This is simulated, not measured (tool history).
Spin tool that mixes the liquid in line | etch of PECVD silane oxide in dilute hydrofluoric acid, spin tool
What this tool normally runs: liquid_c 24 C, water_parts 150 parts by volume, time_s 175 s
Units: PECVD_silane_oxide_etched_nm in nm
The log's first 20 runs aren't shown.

| run | hour | liquid_c | water_parts | time_s | read-back film thickness of the PECVD silane oxide reference wafer, read on the same gauge (nm) | PECVD_silane_oxide_etched_nm |
|---|---|---|---|---|---|---|
| 21 | 991.2 | 24 | 150 | 95 | 139.98 | 24.1 |
| 22 | 1025.2 | 19.5 | 210 | 250 | 140.01 | 36.53 |
| 23 | 1090.6 | 28.5 | 130 | 235 | 140 | 84.67 |
| 24 | 1135.5 | 24 | 150 | 230 | 139.99 | 59.56 |
|  | 1180 | thermometer replaced |
| 25 | 1188.9 | 22.5 | 150 | 280 | 139.97 | 61.4 |
| 26 | 1294.1 | 24 | 185 | 175 | 140.02 | 31.62 |
| 27 | 1364.3 | 24 | 200 | 175 | 139.99 | 28.94 |
| 28 | 1418.7 | 24 | 150 | 175 | 139.98 | 40.87 |
| 29 | 1483.2 | 28 | 125 | 85 | 139.96 | 28.63 |
| 30 | 1537.7 | 24 | 220 | 275 | 140.05 | 40.99 |
| 31 | 1564.7 | 21 | 150 | 175 | 139.97 | 36.74 |
| 32 | 1602.1 | 24 | 185 | 175 | 139.98 | 32.01 |

Predict each of these 5 candidate next runs independently; none follows another, all start after run 32:
| A | 1602.6 | 28 | 150 | 175 | ? | ? |
| B | 1602.6 | 24 | 185 | 140 | ? | ? |
| C | 1602.6 | 24 | 190 | 175 | ? | ? |
| D | 1602.6 | 20 | 115 | 220 | ? | ? |
| E | 1602.6 | 24 | 150 | 105 | ? | ? |

| run | read-back film thickness of the PECVD silane oxide reference wafer, read on the same gauge (nm) | PECVD_silane_oxide_etched_nm |
|---|---|---|
| A | 140.02 | 47.38 |
| B | 140.02 | 25.45 |
| C | 140.02 | 30.81 |
| D | 140.02 | 59.58 |
| E | 140.02 | 24.5 |
Without the tool's unlogged condition, the same runs would have read:
| run | PECVD_silane_oxide_etched_nm |
|---|---|
| A | 46.03 |
| B | 24.72 |
| C | 29.92 |
| D | 57.7 |
| E | 23.77 |
